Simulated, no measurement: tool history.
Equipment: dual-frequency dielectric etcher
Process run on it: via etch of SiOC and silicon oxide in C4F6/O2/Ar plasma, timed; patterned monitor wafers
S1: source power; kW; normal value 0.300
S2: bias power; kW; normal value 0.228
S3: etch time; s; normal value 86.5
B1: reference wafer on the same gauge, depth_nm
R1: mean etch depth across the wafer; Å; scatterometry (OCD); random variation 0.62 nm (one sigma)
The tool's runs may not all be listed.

{"run": 1, "hour": 0.0, "S1": 0.3, "S2": 0.228, "S3": 86.5, "B1": 95.1, "R1": 928}
{"hour": 68.4, "done": "wet clean of the chamber"}
{"run": 2, "hour": 68.9, "S1": 0.3, "S2": 0.228, "S3": 86.5, "B1": 94.9, "R1": 917}
{"run": 3, "hour": 126.0, "S1": 0.3, "S2": 0.228, "S3": 86.5, "B1": 94.6, "R1": 914}
{"run": 4, "hour": 170.7, "S1": 0.3, "S2": 0.228, "S3": 86.5, "B1": 94.1, "R1": 923}
{"run": 5, "hour": 223.5, "S1": 0.3, "S2": 0.228, "S3": 86.5, "B1": 94.5, "R1": 909}
{"run": 6, "hour": 277.1, "S1": 0.3, "S2": 0.228, "S3": 86.5, "B1": 94.5, "R1": 915}
{"run": 7, "hour": 335.3, "S1": 0.3, "S2": 0.228, "S3": 96.0, "B1": 94.1, "R1": 1021}
{"run": 8, "hour": 363.2, "S1": 0.3, "S2": 0.228, "S3": 96.0, "B1": 94.1, "R1": 1011}
{"hour": 376.5, "done": "source power generator calibrated"}
{"run": 9, "hour": 389.3, "S1": 0.3, "S2": 0.228, "S3": 86.5, "B1": 94.6, "R1": 919}
{"run": 10, "hour": 455.8, "S1": 0.3, "S2": 0.251, "S3": 86.5, "B1": 94.1, "R1": 939}
{"hour": 514.9, "done": "upper electrode replaced"}
{"run": 11, "hour": 518.1, "S1": 0.3, "S2": 0.248, "S3": 86.5, "B1": 93.9, "R1": 928}
{"run": 12, "hour": 558.5, "S1": 0.3, "S2": 0.207, "S3": 102.5, "B1": 94.0, "R1": 1034}
{"hour": 563.9, "done": "bias power generator calibrated"}
{"hour": 593.3, "done": "wet clean of the chamber"}
{"hour": 622.0, "done": "gauge calibrated"}
{"run": 13, "hour": 628.1, "S1": 0.37, "S2": 0.271, "S3": 86.5, "B1": 96.6, "R1": 1064}
{"run": 14, "hour": 682.4, "S1": 0.3, "S2": 0.228, "S3": 86.5, "B1": 96.3, "R1": 925}
{"run": 15, "hour": 716.1, "S1": 0.25, "S2": 0.228, "S3": 96.0, "B1": 96.0, "R1": 965}
{"run": 16, "hour": 745.2, "S1": 0.35, "S2": 0.187, "S3": 95.0, "B1": 95.8, "R1": 1012}
{"run": 17, "hour": 807.6, "S1": 0.3, "S2": 0.251, "S3": 86.5, "B1": 95.4, "R1": 942}
{"run": 18, "hour": 870.1, "S1": 0.26, "S2": 0.173, "S3": 102.0, "B1": 95.0, "R1": 935}
{"run": 19, "hour": 928.5, "S1": 0.3, "S2": 0.228, "S3": 86.5, "B1": 94.8, "R1": 912}

Branching from run 19: 5 alternative next runs. What would each branch give?
{"run": "A", "hour": 928.9, "S1": 0.3, "S2": 0.228, "S3": 86.5, "B1": "?", "R1": "?"}
{"run": "B", "hour": 928.9, "S1": 0.3, "S2": 0.265, "S3": 95.5, "B1": "?", "R1": "?"}
{"run": "C", "hour": 928.9, "S1": 0.27, "S2": 0.228, "S3": 86.5, "B1": "?", "R1": "?"}
{"run": "D", "hour": 928.9, "S1": 0.35, "S2": 0.261, "S3": 95.5, "B1": "?", "R1": "?"}
{"run": "E", "hour": 928.9, "S1": 0.3, "S2": 0.279, "S3": 110.5, "B1": "?", "R1": "?"}

run=A B1=94.8 R1=908
run=B B1=94.8 R1=1053
run=C B1=94.8 R1=873
run=D B1=94.8 R1=1110
run=E B1=94.8 R1=1239
Without the tool's hidden state the same runs would have given:
run=A R1=928
run=B R1=1076
run=C R1=893
run=D R1=1134
run=E R1=1267
